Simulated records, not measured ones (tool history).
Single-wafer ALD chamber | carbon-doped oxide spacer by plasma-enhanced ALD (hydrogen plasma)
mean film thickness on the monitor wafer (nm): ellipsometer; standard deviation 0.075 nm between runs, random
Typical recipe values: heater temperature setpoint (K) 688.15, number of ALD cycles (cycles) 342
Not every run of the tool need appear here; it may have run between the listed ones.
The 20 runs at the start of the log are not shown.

run     day  heater temperature setpoint (K)  number of ALD cycles (cycles)  wafers since the last listed run  hours since the last thermocouple change  hours since the gauge calibration  read-back reference wafer on the same gauge, thickness_nm  mean film thickness on the monitor wafer (nm)
 21  41.433                           688.15                            342                                51                                      41.2                              267.9                                                     18.933                                         16.529
 22  42.612                           688.15                            342                                35                                      69.5                              296.2                                                     18.954                                         16.652
 23  43.896                           699.15                            279                                38                                     100.3                                327                                                     18.932                                         13.039
 24   44.95                           677.15                            320                                31                                     125.6                              352.3                                                     18.944                                         16.117
 25    46.3                           702.15                            309                                40                                       158                              384.7                                                     18.937                                         14.236
 26  48.358                           688.15                            342                                62                                     207.4                              434.1                                                     18.975                                         16.694
 27  49.858                           688.15                            342                                45                                     243.4                              470.1                                                     19.033                                         16.497
 28  50.921                           696.15                            342                                32                                     268.9                              495.6                                                      19.02                                          16.26
 29  51.938                           675.15                            279                                30                                     293.3                                520                                                     19.034                                         14.194
 30  53.762                           699.15                            364                                55                                     337.1                              563.8                                                     19.013                                         17.161
 31  56.671                           701.15                            322                                88                                     406.9                              633.6                                                     19.015                                         15.162
 32  58.438                           688.15                            342                                53                                     449.3                                676                                                       19.1                                         16.643
 33  60.488                           688.15                            342                                62                                     498.5                              725.2                                                     19.019                                         16.701
 34    61.9                           680.15                            383                                42                                     532.4                              759.1                                                     19.085                                         19.246

Run 35 is up next; what results do you expect?
 35  64.733                           701.15                            402                                85                                     600.4                              827.1                                                          ?                                              ?

read-back reference wafer on the same gauge, thickness_nm: 19.099
mean film thickness on the monitor wafer (nm): 18.864
Take away the tool's hidden state, keep the run-to-run variation as it was, and the same run would have given mean film thickness on the monitor wafer (nm) 18.585.
